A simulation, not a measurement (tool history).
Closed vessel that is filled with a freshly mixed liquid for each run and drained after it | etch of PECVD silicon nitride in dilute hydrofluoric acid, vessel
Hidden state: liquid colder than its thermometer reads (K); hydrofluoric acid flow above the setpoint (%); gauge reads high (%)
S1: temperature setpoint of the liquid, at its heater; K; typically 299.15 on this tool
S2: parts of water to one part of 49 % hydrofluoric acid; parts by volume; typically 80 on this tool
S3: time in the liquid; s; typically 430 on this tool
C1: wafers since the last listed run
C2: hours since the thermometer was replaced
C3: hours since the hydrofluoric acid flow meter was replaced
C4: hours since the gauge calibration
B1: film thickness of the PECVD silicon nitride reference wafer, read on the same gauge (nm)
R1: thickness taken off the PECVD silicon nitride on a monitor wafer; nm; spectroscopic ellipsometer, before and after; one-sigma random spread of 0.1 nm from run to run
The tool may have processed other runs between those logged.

run,hour,S1,S2,S3,C1,C2,C3,C4,B1,R1
1,0.0,299.15,80,430,0,1333.6,673.6,410.4,70.00,8.68
2,21.7,299.15,80,430,1499,1355.3,695.3,432.1,70.02,8.95
3,40.7,299.15,80,430,1312,1374.3,714.3,451.1,70.00,8.96
4,58.5,299.15,80,585,1229,1392.1,732.1,468.9,69.99,11.95
5,92.5,302.65,80,430,2348,1426.1,766.1,502.9,69.98,11.11
6,124.2,299.15,50,430,2189,1457.8,797.8,534.6,70.03,13.89
7,136.6,299.15,50,430,856,1470.2,810.2,547.0,69.99,13.94
8,171.3,299.15,80,430,2397,1504.9,844.9,581.7,70.01,8.76
9,188.3,299.15,80,430,1174,1521.9,861.9,598.7,70.04,8.78
# hour 194.9: gauge calibrated
10,203.2,299.15,80,430,1029,1536.8,876.8,8.3,69.98,8.63
11,223.5,299.15,105,430,1402,1557.1,897.1,28.6,70.02,6.67
12,257.8,299.15,105,430,2369,1591.4,931.4,62.9,70.01,6.68
13,281.2,299.15,105,430,1616,1614.8,954.8,86.3,70.00,6.63
14,299.6,299.15,80,430,1271,1633.2,973.2,104.7,70.00,8.70
15,328.5,299.15,80,430,1996,1662.1,1002.1,133.6,70.03,8.73
# hour 344.3: thermometer replaced
16,348.8,299.15,60,170,1333,4.5,1022.4,153.9,70.00,5.31
17,361.9,299.15,55,430,904,17.6,1035.5,167.0,69.98,14.49
18,385.1,302.65,50,515,1602,40.8,1058.7,190.2,70.01,24.22
19,408.9,299.15,80,430,1644,64.6,1082.5,214.0,70.01,10.08
20,437.2,296.65,110,535,1954,92.9,1110.8,242.3,70.01,7.74
21,457.1,299.15,120,530,1374,112.8,1130.7,262.2,70.02,8.26
22,478.9,299.15,80,640,1505,134.6,1152.5,284.0,70.01,14.78
# hour 493.3: hydrofluoric acid flow meter replaced
23,507.3,296.65,80,430,1892,163.0,14.0,312.4,69.97,8.38
24,530.1,295.65,100,510,1574,185.8,36.8,335.2,70.01,7.64
25,562.2,299.15,55,520,2217,217.9,68.9,367.3,70.01,17.30
26,587.6,297.65,115,430,1754,243.3,94.3,392.7,70.00,6.22
27,607.6,302.65,45,205,1381,263.3,114.3,412.7,70.01,10.52
28,627.9,299.15,80,430,1402,283.6,134.6,433.0,69.99,9.98

List, for all runs, the conditions of the tool that the log does not record:
hydrofluoric acid flow above the setpoint (%): 0 across all the runs
gauge reads high (%): 0 across all the runs
H1: liquid colder than its thermometer reads (K)
run,H1
1,2.15
2,2.18
3,2.21
4,2.24
5,2.29
6,2.34
7,2.36
8,2.41
9,2.44
10,2.46
11,2.49
12,2.54
13,2.58
14,2.61
15,2.65
16,0.196
17,0.216
18,0.252
19,0.288
20,0.332
21,0.362
22,0.396
23,0.439
24,0.474
25,0.523
26,0.562
27,0.593
28,0.624
